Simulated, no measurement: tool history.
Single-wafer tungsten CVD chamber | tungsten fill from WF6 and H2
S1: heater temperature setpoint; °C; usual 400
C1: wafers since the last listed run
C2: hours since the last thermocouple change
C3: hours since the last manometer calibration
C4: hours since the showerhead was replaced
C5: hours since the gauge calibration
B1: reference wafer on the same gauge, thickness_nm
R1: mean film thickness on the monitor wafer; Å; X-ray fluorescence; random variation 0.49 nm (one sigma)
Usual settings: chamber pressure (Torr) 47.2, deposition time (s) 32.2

{"run": 1, "hour": 0.0, "S1": 400, "chamber pressure (Torr)": 47.2, "deposition time (s)": 35.6, "C1": 0, "C2": 1256.6, "C3": 875.3, "C4": 4447.6, "C5": 292.7, "B1": 129.053, "R1": 1354.61}
{"run": 2, "hour": 62.4, "S1": 400, "chamber pressure (Torr)": 47.2, "deposition time (s)": 35.6, "C1": 994, "C2": 1319, "C3": 937.7, "C4": 4510, "C5": 355.1, "B1": 128.908, "R1": 1343.82}
{"run": 3, "hour": 114.8, "S1": 400, "chamber pressure (Torr)": 47.2, "deposition time (s)": 32.2, "C1": 835, "C2": 1371.4, "C3": 990.1, "C4": 4562.4, "C5": 407.5, "B1": 129.011, "R1": 1216.28}
{"run": 4, "hour": 139.0, "S1": 400, "chamber pressure (Torr)": 47.2, "deposition time (s)": 32.2, "C1": 385, "C2": 1395.6, "C3": 1014.3, "C4": 4586.6, "C5": 431.7, "B1": 128.902, "R1": 1220.01}
{"run": 5, "hour": 204.3, "S1": 400, "chamber pressure (Torr)": 52.4, "deposition time (s)": 32.2, "C1": 1040, "C2": 1460.9, "C3": 1079.6, "C4": 4651.9, "C5": 497, "B1": 128.919, "R1": 1285.09}
{"run": 6, "hour": 252.8, "S1": 400, "chamber pressure (Torr)": 52.4, "deposition time (s)": 32.2, "C1": 773, "C2": 1509.4, "C3": 1128.1, "C4": 4700.4, "C5": 545.5, "B1": 129.093, "R1": 1274.8}
{"run": 7, "hour": 277.9, "S1": 400, "chamber pressure (Torr)": 53.7, "deposition time (s)": 32.2, "C1": 400, "C2": 1534.5, "C3": 1153.2, "C4": 4725.5, "C5": 570.6, "B1": 129.178, "R1": 1290.99}
{"run": 8, "hour": 308.8, "S1": 400, "chamber pressure (Torr)": 53.7, "deposition time (s)": 32.2, "C1": 492, "C2": 1565.4, "C3": 1184.1, "C4": 4756.4, "C5": 601.5, "B1": 129.07, "R1": 1290.09}
{"run": 9, "hour": 334.9, "S1": 400, "chamber pressure (Torr)": 47.2, "deposition time (s)": 32.2, "C1": 416, "C2": 1591.5, "C3": 1210.2, "C4": 4782.5, "C5": 627.6, "B1": 129.087, "R1": 1201.44}
{"hour": 344.3, "done": "thermocouple changed; heater temperature recalibrated"}
{"run": 10, "hour": 363.6, "S1": 387, "chamber pressure (Torr)": 41.6, "deposition time (s)": 28.2, "C1": 329, "C2": 19.3, "C3": 1238.9, "C4": 4811.2, "C5": 656.3, "B1": 128.987, "R1": 697.56}

The next listed run, before its measurement:
{"hour": 414.6, "done": "showerhead replaced"}
{"run": 11, "hour": 415.1, "S1": 407, "chamber pressure (Torr)": 58.3, "deposition time (s)": 37.8, "C1": 693, "C2": 70.8, "C3": 1290.4, "C4": 0.5, "C5": 707.8, "B1": "?", "R1": "?"}

{"run 11": {"B1": 128.98, "R1": 1704.42}}
Without the tool's hidden state the same run would have given R1 1744.93 Å.

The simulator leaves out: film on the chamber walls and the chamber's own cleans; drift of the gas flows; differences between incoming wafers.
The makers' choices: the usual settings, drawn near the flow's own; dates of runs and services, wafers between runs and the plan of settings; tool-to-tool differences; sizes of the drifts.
